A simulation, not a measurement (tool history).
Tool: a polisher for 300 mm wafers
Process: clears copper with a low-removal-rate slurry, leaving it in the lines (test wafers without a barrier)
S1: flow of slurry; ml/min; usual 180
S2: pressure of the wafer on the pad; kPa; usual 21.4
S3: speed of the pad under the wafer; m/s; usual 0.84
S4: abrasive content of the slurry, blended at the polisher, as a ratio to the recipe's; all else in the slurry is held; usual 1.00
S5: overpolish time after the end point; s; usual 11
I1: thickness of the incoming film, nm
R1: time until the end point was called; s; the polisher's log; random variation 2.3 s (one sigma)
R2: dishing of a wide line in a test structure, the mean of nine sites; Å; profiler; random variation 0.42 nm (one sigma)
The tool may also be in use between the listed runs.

| run | day | S1 | S2 | S3 | S4 | S5 | I1 | R1 | R2 |
|---|---|---|---|---|---|---|---|---|---|
| 1 | 0.000 | 205 | 21.4 | 0.84 | 1.00 | 11 | 435.7 | 193.4 | 183 |
| 2 | 1.108 | 180 | 21.4 | 0.84 | 1.00 | 15 | 436.1 | 198.0 | 243 |
| 3 | 2.142 | 180 | 21.4 | 0.84 | 1.00 | 15 | 434.9 | 203.2 | 238 |
|  | 3.371 | slurry nozzle cleaned |
| 4 | 3.567 | 180 | 21.4 | 0.84 | 1.00 | 15 | 437.0 | 197.8 | 251 |
|  | 4.333 | worn pad replaced by a new one |
| 5 | 4.617 | 180 | 21.4 | 0.84 | 1.00 | 11 | 438.2 | 205.8 | 179 |
| 6 | 5.808 | 180 | 21.4 | 0.84 | 1.00 | 11 | 437.2 | 203.7 | 180 |
| 7 | 6.638 | 180 | 21.4 | 0.84 | 1.00 | 11 | 430.2 | 202.3 | 170 |
| 8 | 8.096 | 180 | 21.4 | 0.84 | 1.00 | 11 | 439.6 | 209.0 | 172 |
| 9 | 9.408 | 180 | 21.4 | 0.84 | 1.00 | 11 | 437.8 | 208.3 | 171 |
|  | 9.950 | head pressure recalibrated |
| 10 | 10.262 | 180 | 21.4 | 0.84 | 1.00 | 11 | 439.6 | 191.8 | 201 |
| 11 | 11.371 | 180 | 21.4 | 0.84 | 1.10 | 11 | 427.6 | 179.0 | 207 |
|  | 12.175 | worn pad replaced by a new one |
| 12 | 12.571 | 205 | 21.4 | 0.84 | 1.30 | 7 | 427.2 | 166.4 | 140 |
| 13 | 13.250 | 215 | 24.1 | 1.14 | 1.00 | 14 | 433.2 | 132.8 | 309 |
| 14 | 14.054 | 240 | 21.4 | 0.84 | 1.00 | 11 | 437.1 | 180.9 | 202 |
|  | 14.262 | slurry blender recalibrated |
| 15 | 14.704 | 230 | 21.4 | 0.66 | 0.70 | 15 | 434.1 | 243.2 | 205 |
| 16 | 15.825 | 180 | 21.4 | 0.84 | 1.20 | 14 | 435.8 | 180.2 | 255 |
| 17 | 16.896 | 180 | 21.4 | 0.84 | 1.00 | 13 | 428.4 | 186.4 | 225 |
| 18 | 17.862 | 115 | 21.4 | 1.10 | 1.00 | 11 | 430.3 | 170.2 | 206 |
| 19 | 18.954 | 220 | 21.4 | 0.84 | 1.30 | 6 | 438.5 | 169.4 | 117 |
|  | 19.254 | worn pad replaced by a new one |
| 20 | 20.133 | 210 | 21.4 | 0.84 | 0.70 | 5 | 438.5 | 216.5 | 78 |
| 21 | 21.471 | 180 | 21.4 | 0.84 | 0.90 | 11 | 434.0 | 197.2 | 182 |
| 22 | 22.912 | 210 | 26.9 | 0.84 | 0.90 | 11 | 434.5 | 152.9 | 226 |
| 23 | 23.533 | 180 | 28.3 | 0.84 | 0.75 | 5 | 431.0 | 160.2 | 105 |
| 24 | 24.229 | 180 | 21.4 | 0.84 | 0.85 | 11 | 432.8 | 200.9 | 175 |
| 25 | 24.950 | 180 | 18.6 | 0.84 | 1.00 | 11 | 435.5 | 221.9 | 170 |
|  | 26.958 | worn pad replaced by a new one |
| 26 | 27.771 | 180 | 21.4 | 0.62 | 1.00 | 11 | 433.5 | 228.8 | 160 |
| 27 | 29.008 | 180 | 21.4 | 0.84 | 0.90 | 11 | 429.9 | 199.0 | 177 |
| 28 | 29.538 | 180 | 21.4 | 0.84 | 1.00 | 11 | 431.1 | 193.4 | 189 |

Forecast each of these 4 alternatives for the next run:
| A | 29.558 | 180 | 21.4 | 0.84 | 1.00 | 6 | 436.1 | ? | ? |
| B | 29.558 | 125 | 21.4 | 0.62 | 0.90 | 11 | 436.1 | ? | ? |
| C | 29.558 | 180 | 16.5 | 0.84 | 1.00 | 11 | 436.1 | ? | ? |
| D | 29.558 | 180 | 21.4 | 0.60 | 1.00 | 11 | 436.1 | ? | ? |

| run | R1 | R2 |
|---|---|---|
| A | 197.8 | 105 |
| B | 266.5 | 140 |
| C | 255.4 | 145 |
| D | 243.1 | 153 |
Without the tool's hidden state the same runs would have given:
| run | R1 | R2 |
|---|---|---|
| A | 189.1 | 109 |
| B | 254.9 | 146 |
| C | 244.3 | 151 |
| D | 232.4 | 159 |
